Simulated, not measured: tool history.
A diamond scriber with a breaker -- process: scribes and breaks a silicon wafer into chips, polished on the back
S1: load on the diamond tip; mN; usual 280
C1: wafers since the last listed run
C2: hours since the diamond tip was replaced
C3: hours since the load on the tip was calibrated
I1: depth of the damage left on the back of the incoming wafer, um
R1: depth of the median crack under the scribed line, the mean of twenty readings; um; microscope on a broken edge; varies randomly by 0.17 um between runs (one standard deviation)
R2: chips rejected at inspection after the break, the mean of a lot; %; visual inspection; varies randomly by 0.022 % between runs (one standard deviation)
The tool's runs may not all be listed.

run 1 hour=0.0 | S1=336 | C1=0 C2=199.7 C3=728.0 | I1=0.03 | R1=16.44 R2=2.84
run 2 hour=12.5 | S1=336 | C1=29 C2=212.2 C3=740.5 | I1=0.01 | R1=16.25 R2=2.57
run 3 hour=35.5 | S1=336 | C1=53 C2=235.2 C3=763.5 | I1=0.04 | R1=16.62 R2=2.44
run 4 hour=56.4 | S1=280 | C1=48 C2=256.1 C3=784.4 | I1=0.03 | R1=13.74 R2=1.11
run 5 hour=70.5 | S1=280 | C1=32 C2=270.2 C3=798.5 | I1=0.02 | R1=13.79 R2=1.31
run 6 hour=101.8 | S1=280 | C1=72 C2=301.5 C3=829.8 | I1=0.02 | R1=13.48 R2=1.33
run 7 hour=116.7 | S1=280 | C1=34 C2=316.4 C3=844.7 | I1=0.03 | R1=13.24 R2=1.40
run 8 hour=135.2 | S1=280 | C1=42 C2=334.9 C3=863.2 | I1=0.03 | R1=13.61 R2=1.30
run 9 hour=149.5 | S1=232 | C1=33 C2=349.2 C3=877.5 | I1=0.02 | R1=10.79 R2=11.96
-- hour=160.3 load on the tip recalibrated
run 10 hour=174.2 | S1=280 | C1=52 C2=373.9 C3=13.9 | I1=0.03 | R1=13.52 R2=1.42
run 11 hour=195.6 | S1=280 | C1=49 C2=395.3 C3=35.3 | I1=0.02 | R1=13.27 R2=1.34
-- hour=228.9 diamond tip replaced by a new one
run 12 hour=231.3 | S1=339 | C1=78 C2=2.4 C3=71.0 | I1=0.04 | R1=17.33 R2=5.74
run 13 hour=253.6 | S1=319 | C1=51 C2=24.7 C3=93.3 | I1=0.02 | R1=16.43 R2=2.51
run 14 hour=287.8 | S1=239 | C1=79 C2=58.9 C3=127.5 | I1=0.01 | R1=12.03 R2=6.69

4 options for the next run, each taken on its own from the tool as it stands now. Forecast them:
run A hour=288.4 | S1=280 | C1=1 C2=59.5 C3=128.1 | I1=0.01 | R1=? R2=?
run B hour=288.4 | S1=308 | C1=1 C2=59.5 C3=128.1 | I1=0.01 | R1=? R2=?
run C hour=288.4 | S1=243 | C1=1 C2=59.5 C3=128.1 | I1=0.01 | R1=? R2=?
run D hour=288.4 | S1=206 | C1=1 C2=59.5 C3=128.1 | I1=0.01 | R1=? R2=?

run=A R1=14.17 R2=0.68
run=B R1=15.59 R2=1.16
run=C R1=12.17 R2=5.76
run=D R1=9.98 R2=21.11
With the hidden condition removed and each run's random variation left untouched, the same runs would have given:
run=A R1=14.63 R2=0.51
run=B R1=16.10 R2=1.96
run=C R1=12.56 R2=4.13
run=D R1=10.31 R2=18.14

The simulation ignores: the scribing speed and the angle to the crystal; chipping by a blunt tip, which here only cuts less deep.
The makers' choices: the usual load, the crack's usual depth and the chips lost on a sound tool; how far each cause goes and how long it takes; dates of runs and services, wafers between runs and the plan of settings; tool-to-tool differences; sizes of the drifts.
